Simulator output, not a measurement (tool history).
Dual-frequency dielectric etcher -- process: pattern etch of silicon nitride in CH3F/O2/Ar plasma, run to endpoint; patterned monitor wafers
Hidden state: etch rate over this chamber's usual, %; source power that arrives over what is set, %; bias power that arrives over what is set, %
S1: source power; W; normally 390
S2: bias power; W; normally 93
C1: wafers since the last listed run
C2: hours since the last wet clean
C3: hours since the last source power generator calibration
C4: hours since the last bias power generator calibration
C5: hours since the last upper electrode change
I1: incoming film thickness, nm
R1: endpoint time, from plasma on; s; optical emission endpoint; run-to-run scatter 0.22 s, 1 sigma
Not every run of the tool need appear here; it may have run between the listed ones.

{"run": 1, "hour": 0.0, "S1": 390, "S2": 93, "C1": 0, "C2": 455, "C3": 938.2, "C4": 2441.5, "C5": 2571.2, "I1": 32.4, "R1": 41.7}
{"hour": 18.6, "done": "wet clean of the chamber"}
{"run": 2, "hour": 64.9, "S1": 390, "S2": 93, "C1": 671, "C2": 46.3, "C3": 1003.1, "C4": 2506.4, "C5": 2636.1, "I1": 32.71, "R1": 41.9}
{"run": 3, "hour": 101.0, "S1": 390, "S2": 93, "C1": 522, "C2": 82.4, "C3": 1039.2, "C4": 2542.5, "C5": 2672.2, "I1": 32.56, "R1": 41.8}
{"run": 4, "hour": 170.5, "S1": 390, "S2": 108, "C1": 1006, "C2": 151.9, "C3": 1108.7, "C4": 2612, "C5": 2741.7, "I1": 32.8, "R1": 39.3}
{"run": 5, "hour": 240.0, "S1": 390, "S2": 108, "C1": 1006, "C2": 221.4, "C3": 1178.2, "C4": 2681.5, "C5": 2811.2, "I1": 32.51, "R1": 39.2}
{"run": 6, "hour": 311.7, "S1": 390, "S2": 87, "C1": 1038, "C2": 293.1, "C3": 1249.9, "C4": 2753.2, "C5": 2882.9, "I1": 32.88, "R1": 43.6}
{"hour": 357.3, "done": "upper electrode replaced"}
{"run": 7, "hour": 357.8, "S1": 390, "S2": 87, "C1": 320, "C2": 339.2, "C3": 1296, "C4": 2799.3, "C5": 0.5, "I1": 32.66, "R1": 43.3}
{"hour": 383.1, "done": "bias power generator calibrated"}
{"run": 8, "hour": 384.5, "S1": 390, "S2": 87, "C1": 328, "C2": 365.9, "C3": 1322.7, "C4": 1.4, "C5": 27.2, "I1": 32.37, "R1": 43.3}
{"run": 9, "hour": 418.7, "S1": 390, "S2": 93, "C1": 495, "C2": 400.1, "C3": 1356.9, "C4": 35.6, "C5": 61.4, "I1": 32.68, "R1": 42.4}
{"run": 10, "hour": 457.5, "S1": 390, "S2": 93, "C1": 562, "C2": 438.9, "C3": 1395.7, "C4": 74.4, "C5": 100.2, "I1": 32.88, "R1": 42.1}
{"hour": 576.3, "done": "wet clean of the chamber"}
{"run": 11, "hour": 649.2, "S1": 290, "S2": 77, "C1": 2429, "C2": 72.9, "C3": 1587.4, "C4": 266.1, "C5": 291.9, "I1": 33, "R1": 53.9}
{"hour": 662.2, "done": "source power generator calibrated"}
{"run": 12, "hour": 720.1, "S1": 470, "S2": 86, "C1": 969, "C2": 143.8, "C3": 57.9, "C4": 337, "C5": 362.8, "I1": 32.52, "R1": 40.3}
{"run": 13, "hour": 783.1, "S1": 340, "S2": 71, "C1": 912, "C2": 206.8, "C3": 120.9, "C4": 400, "C5": 425.8, "I1": 32.71, "R1": 51.8}
{"run": 14, "hour": 815.8, "S1": 390, "S2": 93, "C1": 473, "C2": 239.5, "C3": 153.6, "C4": 432.7, "C5": 458.5, "I1": 33.03, "R1": 42.8}
{"run": 15, "hour": 883.7, "S1": 390, "S2": 111, "C1": 983, "C2": 307.4, "C3": 221.5, "C4": 500.6, "C5": 526.4, "I1": 32.93, "R1": 38.6}
{"run": 16, "hour": 928.8, "S1": 450, "S2": 109, "C1": 653, "C2": 352.5, "C3": 266.6, "C4": 545.7, "C5": 571.5, "I1": 32.75, "R1": 37}
{"run": 17, "hour": 960.8, "S1": 390, "S2": 104, "C1": 463, "C2": 384.5, "C3": 298.6, "C4": 577.7, "C5": 603.5, "I1": 32.69, "R1": 39.7}
{"run": 18, "hour": 1015.5, "S1": 390, "S2": 93, "C1": 792, "C2": 439.2, "C3": 353.3, "C4": 632.4, "C5": 658.2, "I1": 32.73, "R1": 41.8}
{"hour": 1070.3, "done": "wet clean of the chamber"}
{"run": 19, "hour": 1070.8, "S1": 390, "S2": 93, "C1": 453, "C2": 0.5, "C3": 408.6, "C4": 687.7, "C5": 713.5, "I1": 32.11, "R1": 41.8}

Consider 3 possible next runs. They are alternatives, not a sequence: every one starts from the tool as it was left by run 19. What does each give?
{"run": "A", "hour": 1071.2, "S1": 390, "S2": 93, "C1": 5, "C2": 0.9, "C3": 409, "C4": 688.1, "C5": 713.9, "I1": 32.57, "R1": "?"}
{"run": "B", "hour": 1071.2, "S1": 450, "S2": 110, "C1": 5, "C2": 0.9, "C3": 409, "C4": 688.1, "C5": 713.9, "I1": 32.57, "R1": "?"}
{"run": "C", "hour": 1071.2, "S1": 300, "S2": 102, "C1": 5, "C2": 0.9, "C3": 409, "C4": 688.1, "C5": 713.9, "I1": 32.57, "R1": "?"}

run=A R1=41.9
run=B R1=36.2
run=C R1=45.1
Had the tool no hidden state, the same runs would have come out as:
run=A R1=41.9
run=B R1=36.2
run=C R1=45.1
